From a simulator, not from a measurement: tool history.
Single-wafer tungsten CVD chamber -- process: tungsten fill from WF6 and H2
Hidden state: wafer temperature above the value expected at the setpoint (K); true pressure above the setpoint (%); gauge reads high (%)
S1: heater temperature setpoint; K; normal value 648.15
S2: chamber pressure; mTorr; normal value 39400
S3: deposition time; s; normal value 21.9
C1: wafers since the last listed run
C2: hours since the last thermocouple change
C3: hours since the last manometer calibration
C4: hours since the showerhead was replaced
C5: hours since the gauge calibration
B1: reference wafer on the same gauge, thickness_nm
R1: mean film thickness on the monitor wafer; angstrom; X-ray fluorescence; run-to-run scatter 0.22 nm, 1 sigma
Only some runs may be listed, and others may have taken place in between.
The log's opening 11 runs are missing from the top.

run 12 hour=839.4 | S1=655.15 S2=31100 S3=24.8 | C1=3779 C2=602.1 C3=525.0 C4=6907.3 C5=2366.3 | B1=44.814 | R1=542.16
run 13 hour=900.3 | S1=648.15 S2=36700 S3=21.9 | C1=2306 C2=663.0 C3=585.9 C4=6968.2 C5=2427.2 | B1=44.912 | R1=448.04
run 14 hour=970.5 | S1=653.15 S2=30700 S3=20.4 | C1=2658 C2=733.2 C3=656.1 C4=7038.4 C5=2497.4 | B1=44.864 | R1=431.57
run 15 hour=1018.3 | S1=657.15 S2=39400 S3=21.9 | C1=1810 C2=781.0 C3=703.9 C4=7086.2 C5=2545.2 | B1=44.947 | R1=537.02
run 16 hour=1121.7 | S1=636.15 S2=39400 S3=21.9 | C1=3915 C2=884.4 C3=807.3 C4=7189.6 C5=2648.6 | B1=45.004 | R1=366.66
run 17 hour=1202.5 | S1=648.15 S2=39400 S3=21.9 | C1=3060 C2=965.2 C3=888.1 C4=7270.4 C5=2729.4 | B1=44.849 | R1=453.77
-- hour=1286.9 showerhead replaced
run 18 hour=1305.6 | S1=648.15 S2=39400 S3=21.9 | C1=3601 C2=1068.3 C3=991.2 C4=18.7 C5=2832.5 | B1=44.870 | R1=458.12
-- hour=1366.4 thermocouple changed; heater temperature recalibrated
run 19 hour=1388.2 | S1=648.15 S2=36700 S3=21.9 | C1=2825 C2=21.8 C3=1073.8 C4=101.3 C5=2915.1 | B1=44.922 | R1=443.13
-- hour=1428.5 capacitance manometer re-zeroed and calibrated
run 20 hour=1449.9 | S1=639.15 S2=45800 S3=24.6 | C1=2033 C2=83.5 C3=21.4 C4=163.0 C5=2976.8 | B1=44.896 | R1=467.04
run 21 hour=1574.1 | S1=641.15 S2=39400 S3=25.0 | C1=4703 C2=207.7 C3=145.6 C4=287.2 C5=3101.0 | B1=44.900 | R1=469.20
run 22 hour=1625.3 | S1=653.15 S2=39400 S3=19.0 | C1=1939 C2=258.9 C3=196.8 C4=338.4 C5=3152.2 | B1=44.891 | R1=443.94
run 23 hour=1682.0 | S1=648.15 S2=39400 S3=21.9 | C1=2147 C2=315.6 C3=253.5 C4=395.1 C5=3208.9 | B1=44.842 | R1=462.94
run 24 hour=1765.0 | S1=652.15 S2=39400 S3=25.5 | C1=3143 C2=398.6 C3=336.5 C4=478.1 C5=3291.9 | B1=44.820 | R1=579.22
run 25 hour=1818.3 | S1=648.15 S2=39400 S3=19.2 | C1=2018 C2=451.9 C3=389.8 C4=531.4 C5=3345.2 | B1=44.878 | R1=402.55
-- hour=1822.5 gauge calibrated
run 26 hour=1923.2 | S1=648.15 S2=39400 S3=21.9 | C1=3972 C2=556.8 C3=494.7 C4=636.3 C5=100.7 | B1=44.907 | R1=458.85
run 27 hour=1982.0 | S1=643.15 S2=39400 S3=21.9 | C1=2226 C2=615.6 C3=553.5 C4=695.1 C5=159.5 | B1=44.810 | R1=418.81
run 28 hour=2044.2 | S1=648.15 S2=39400 S3=21.9 | C1=2355 C2=677.8 C3=615.7 C4=757.3 C5=221.7 | B1=44.894 | R1=457.77
run 29 hour=2138.1 | S1=656.15 S2=48800 S3=19.0 | C1=3556 C2=771.7 C3=709.6 C4=851.2 C5=315.6 | B1=44.882 | R1=492.36
run 30 hour=2242.5 | S1=633.15 S2=39400 S3=23.2 | C1=3953 C2=876.1 C3=814.0 C4=955.6 C5=420.0 | B1=44.919 | R1=367.77
run 31 hour=2281.2 | S1=642.15 S2=35200 S3=21.9 | C1=1465 C2=914.8 C3=852.7 C4=994.3 C5=458.7 | B1=44.938 | R1=389.48
run 32 hour=2370.1 | S1=657.15 S2=36600 S3=18.5 | C1=3366 C2=1003.7 C3=941.6 C4=1083.2 C5=547.6 | B1=44.887 | R1=441.60
run 33 hour=2463.3 | S1=644.15 S2=46800 S3=20.2 | C1=3529 C2=1096.9 C3=1034.8 C4=1176.4 C5=640.8 | B1=44.898 | R1=417.88
-- hour=2513.5 capacitance manometer re-zeroed and calibrated
-- hour=2541.1 thermocouple changed; heater temperature recalibrated
run 34 hour=2549.3 | S1=659.15 S2=48500 S3=20.7 | C1=2651 C2=8.2 C3=35.8 C4=1262.4 C5=726.8 | B1=44.955 | R1=583.56

4 ways to go on from here, each from the tool as it stands after run 34. What would each give?
run A hour=2549.7 | S1=648.15 S2=39400 S3=21.9 | C1=15 C2=8.6 C3=36.2 C4=1262.8 C5=727.2 | B1=? | R1=?
run B hour=2549.7 | S1=648.15 S2=36500 S3=19.1 | C1=15 C2=8.6 C3=36.2 C4=1262.8 C5=727.2 | B1=? | R1=?
run C hour=2549.7 | S1=660.15 S2=39400 S3=20.0 | C1=15 C2=8.6 C3=36.2 C4=1262.8 C5=727.2 | B1=? | R1=?
run D hour=2549.7 | S1=648.15 S2=39400 S3=18.1 | C1=15 C2=8.6 C3=36.2 C4=1262.8 C5=727.2 | B1=? | R1=?

run=A B1=44.910 R1=469.21
run=B B1=44.910 R1=397.78
run=C B1=44.910 R1=530.47
run=D B1=44.910 R1=387.47
Take away the tool's hidden state, keep each run's random variation, and the runs would have read:
run=A R1=471.42
run=B R1=399.66
run=C R1=532.98
run=D R1=389.30
